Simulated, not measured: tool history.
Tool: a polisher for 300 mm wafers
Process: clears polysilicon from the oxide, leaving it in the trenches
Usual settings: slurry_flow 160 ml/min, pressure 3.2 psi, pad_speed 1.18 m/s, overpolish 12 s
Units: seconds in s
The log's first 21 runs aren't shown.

run	hour	slurry_flow	pressure	pad_speed	overpolish	incoming thickness of the incoming film, nm	seconds
22	1396.8	160	3.2	1.18	12	580.9	28.1
23	1448.7	135	2.4	0.86	17	576.0	53.8
# hour 1468.1: worn pad replaced by a new one
24	1484.7	160	3.2	1.18	12	581.9	28.7
25	1539.5	115	3.2	1.42	15	586.1	26.9
26	1599.4	160	2.4	1.50	6	586.2	31.9
# hour 1620.6: slurry nozzle cleaned
27	1634.7	110	3.2	1.18	15	574.3	28.4
28	1737.4	180	3.2	1.18	10	577.8	25.4
29	1772.4	180	3.2	1.18	10	582.5	26.4
# hour 1875.8: worn pad replaced by a new one
30	1910.4	160	3.2	1.18	12	590.4	27.8
31	1941.4	205	3.2	1.58	10	590.3	19.7
32	2007.6	160	3.9	1.18	12	580.7	22.4
# hour 2041.5: head pressure recalibrated
33	2066.7	205	2.6	1.38	7	586.7	28.5
34	2091.7	160	3.2	1.18	12	571.3	28.6
35	2163.4	160	3.2	1.18	12	570.9	28.9

3 ways to go on from here, each from the tool as it stands after run 35. What would each give?
A	2163.8	160	3.2	0.80	12	571.7	?
B	2163.8	160	2.2	1.48	12	571.7	?
C	2163.8	160	4.2	1.18	12	571.7	?

run	seconds
A	41.9
B	33.0
C	21.7
Without the tool's hidden state the same runs would have given:
run	seconds
A	37.6
B	29.6
C	19.4
